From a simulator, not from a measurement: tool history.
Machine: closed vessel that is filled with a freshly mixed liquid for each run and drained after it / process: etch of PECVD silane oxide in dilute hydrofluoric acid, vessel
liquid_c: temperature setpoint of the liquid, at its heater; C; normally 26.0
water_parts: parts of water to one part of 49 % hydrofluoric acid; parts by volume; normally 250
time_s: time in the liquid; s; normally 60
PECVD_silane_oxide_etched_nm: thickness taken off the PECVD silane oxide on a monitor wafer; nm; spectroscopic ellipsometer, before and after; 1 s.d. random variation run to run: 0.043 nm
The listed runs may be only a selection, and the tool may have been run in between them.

| run | hour | liquid_c | water_parts | time_s | read-back film thickness of the PECVD silane oxide reference wafer, read on the same gauge (nm) | PECVD_silane_oxide_etched_nm |
|---|---|---|---|---|---|---|
| 1 | 0.0 | 26.0 | 250 | 60 | 50.00 | 8.97 |
| 2 | 14.9 | 26.0 | 250 | 60 | 50.00 | 9.01 |
| 3 | 34.4 | 26.0 | 295 | 60 | 50.00 | 7.23 |
| 4 | 51.8 | 26.0 | 250 | 60 | 49.99 | 8.95 |
| 5 | 78.4 | 26.0 | 250 | 60 | 50.00 | 8.91 |
| 6 | 110.9 | 26.0 | 250 | 60 | 49.99 | 8.92 |
| 7 | 140.3 | 26.0 | 250 | 60 | 50.01 | 8.87 |
|  | 153.5 | gauge calibrated |
| 8 | 159.7 | 26.0 | 250 | 60 | 50.01 | 8.97 |
| 9 | 173.3 | 26.0 | 250 | 60 | 50.00 | 8.89 |
| 10 | 202.6 | 26.0 | 225 | 60 | 50.03 | 10.15 |
| 11 | 220.2 | 26.0 | 225 | 60 | 50.01 | 10.06 |
| 12 | 232.7 | 26.0 | 225 | 60 | 49.98 | 10.12 |
| 13 | 252.4 | 22.0 | 130 | 80 | 50.03 | 22.07 |
|  | 274.4 | hydrofluoric acid flow meter replaced |
| 14 | 280.6 | 26.0 | 250 | 60 | 50.00 | 8.89 |
| 15 | 309.2 | 22.5 | 350 | 60 | 50.00 | 5.13 |
| 16 | 322.8 | 26.0 | 250 | 60 | 49.99 | 8.85 |
| 17 | 339.2 | 26.0 | 250 | 85 | 50.01 | 12.60 |
| 18 | 364.4 | 26.0 | 285 | 75 | 49.99 | 9.49 |
| 19 | 383.1 | 30.5 | 250 | 45 | 50.00 | 7.74 |
| 20 | 405.6 | 26.0 | 305 | 70 | 50.00 | 7.96 |
| 21 | 426.2 | 30.5 | 175 | 75 | 50.00 | 20.13 |
| 22 | 454.6 | 24.5 | 330 | 60 | 49.99 | 5.87 |
|  | 472.6 | thermometer replaced |
| 23 | 474.5 | 22.0 | 325 | 60 | 49.98 | 6.09 |
| 24 | 489.9 | 26.0 | 250 | 60 | 50.02 | 9.79 |
| 25 | 524.5 | 31.0 | 335 | 60 | 50.02 | 7.87 |
| 26 | 541.3 | 24.0 | 320 | 30 | 50.00 | 3.33 |
| 27 | 562.5 | 26.0 | 250 | 60 | 49.98 | 9.74 |
| 28 | 587.8 | 28.5 | 200 | 75 | 49.99 | 17.82 |

Run 29 has not been measured yet. What should we expect?
| 29 | 618.8 | 23.5 | 160 | 40 | ? | ? |

read-back film thickness of the PECVD silane oxide reference wafer, read on the same gauge (nm): 49.98
PECVD_silane_oxide_etched_nm: 10.25 nm
Had the tool carried no hidden state, the very same run would have given PECVD_silane_oxide_etched_nm 10.31 nm.
